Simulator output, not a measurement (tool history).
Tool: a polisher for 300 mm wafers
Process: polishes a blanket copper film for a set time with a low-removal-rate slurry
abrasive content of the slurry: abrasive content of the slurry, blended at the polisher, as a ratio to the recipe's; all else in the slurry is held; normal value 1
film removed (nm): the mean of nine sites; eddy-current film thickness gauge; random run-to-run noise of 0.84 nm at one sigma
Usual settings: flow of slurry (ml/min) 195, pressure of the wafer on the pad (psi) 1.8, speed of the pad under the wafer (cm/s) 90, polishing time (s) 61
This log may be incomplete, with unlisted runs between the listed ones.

| run | hour | flow of slurry (ml/min) | pressure of the wafer on the pad (psi) | speed of the pad under the wafer (cm/s) | abrasive content of the slurry | polishing time (s) | incoming thickness of the incoming film, nm | film removed (nm) |
|---|---|---|---|---|---|---|---|---|
| 1 | 0 | 195 | 1.8 | 90 | 1 | 61 | 1479.7 | 100.6 |
| 2 | 8.3 | 195 | 1.8 | 90 | 1 | 61 | 1458.8 | 99.9 |
| 3 | 15.7 | 195 | 1.8 | 90 | 1 | 61 | 1456.2 | 101.3 |
|  | 20.1 | worn pad replaced by a new one |
| 4 | 21.9 | 195 | 1.8 | 90 | 1 | 61 | 1473.5 | 99.2 |
| 5 | 28.7 | 195 | 1.8 | 90 | 1 | 66 | 1476.9 | 107.3 |
| 6 | 35.5 | 195 | 1.8 | 90 | 1 | 66 | 1490.1 | 106.8 |
| 7 | 45.7 | 195 | 1.8 | 90 | 1 | 61 | 1490.3 | 98.2 |
| 8 | 56.3 | 195 | 1.8 | 90 | 0.8 | 67 | 1457.3 | 102.3 |
| 9 | 66.1 | 195 | 1.8 | 90 | 0.8 | 67 | 1486.2 | 100.6 |
| 10 | 79.7 | 195 | 1.8 | 90 | 0.8 | 67 | 1471.2 | 100.9 |
| 11 | 87.1 | 195 | 1.8 | 90 | 1 | 61 | 1463 | 96 |
|  | 92 | slurry blender recalibrated |
| 12 | 103.4 | 195 | 1.6 | 90 | 1 | 61 | 1488.3 | 97.7 |
| 13 | 116.7 | 175 | 2.1 | 114 | 1.3 | 61 | 1455.1 | 163 |
| 14 | 144.9 | 195 | 1.8 | 90 | 1 | 61 | 1470 | 108.2 |
| 15 | 158.6 | 230 | 1.8 | 98 | 1 | 44 | 1503.9 | 87.8 |
| 16 | 173.6 | 195 | 1.8 | 68 | 1.25 | 73 | 1477.8 | 102.6 |
|  | 187.3 | worn pad replaced by a new one |
| 17 | 189.3 | 195 | 1.8 | 76 | 1 | 61 | 1446.3 | 89.1 |
| 18 | 206.6 | 195 | 2.3 | 90 | 1 | 47 | 1461.7 | 103.4 |
|  | 217.4 | head pressure recalibrated |
| 19 | 217.9 | 215 | 2.3 | 90 | 1 | 61 | 1466 | 133.8 |
|  | 223.1 | slurry nozzle cleaned |
| 20 | 226.7 | 255 | 2.3 | 66 | 1 | 61 | 1483.5 | 109.6 |
| 21 | 236.3 | 195 | 1.8 | 80 | 0.75 | 78 | 1454.4 | 120.3 |
| 22 | 248.5 | 195 | 1.8 | 90 | 1 | 61 | 1455.9 | 113.4 |
| 23 | 265.1 | 195 | 1.8 | 90 | 0.75 | 61 | 1459 | 107.9 |
| 24 | 280.8 | 195 | 1.8 | 90 | 1 | 61 | 1460.8 | 114.3 |
| 25 | 297.4 | 175 | 1.8 | 90 | 1 | 61 | 1465.7 | 110.9 |

Each row is a separate what-if for the run after 25, all from the same tool condition, not one after another. Results?
| A | 297.8 | 195 | 1.8 | 90 | 1 | 51 | 1450.8 | ? |
| B | 297.8 | 265 | 2.1 | 98 | 1.25 | 61 | 1450.8 | ? |
| C | 297.8 | 195 | 1.2 | 90 | 1 | 47 | 1450.8 | ? |

| run | film removed (nm) |
|---|---|
| A | 95.3 |
| B | 155.8 |
| C | 61.5 |
With the hidden condition removed and each run's random variation left untouched, the same runs would have given:
| run | film removed (nm) |
|---|---|
| A | 98.2 |
| B | 160.1 |
| C | 63.3 |

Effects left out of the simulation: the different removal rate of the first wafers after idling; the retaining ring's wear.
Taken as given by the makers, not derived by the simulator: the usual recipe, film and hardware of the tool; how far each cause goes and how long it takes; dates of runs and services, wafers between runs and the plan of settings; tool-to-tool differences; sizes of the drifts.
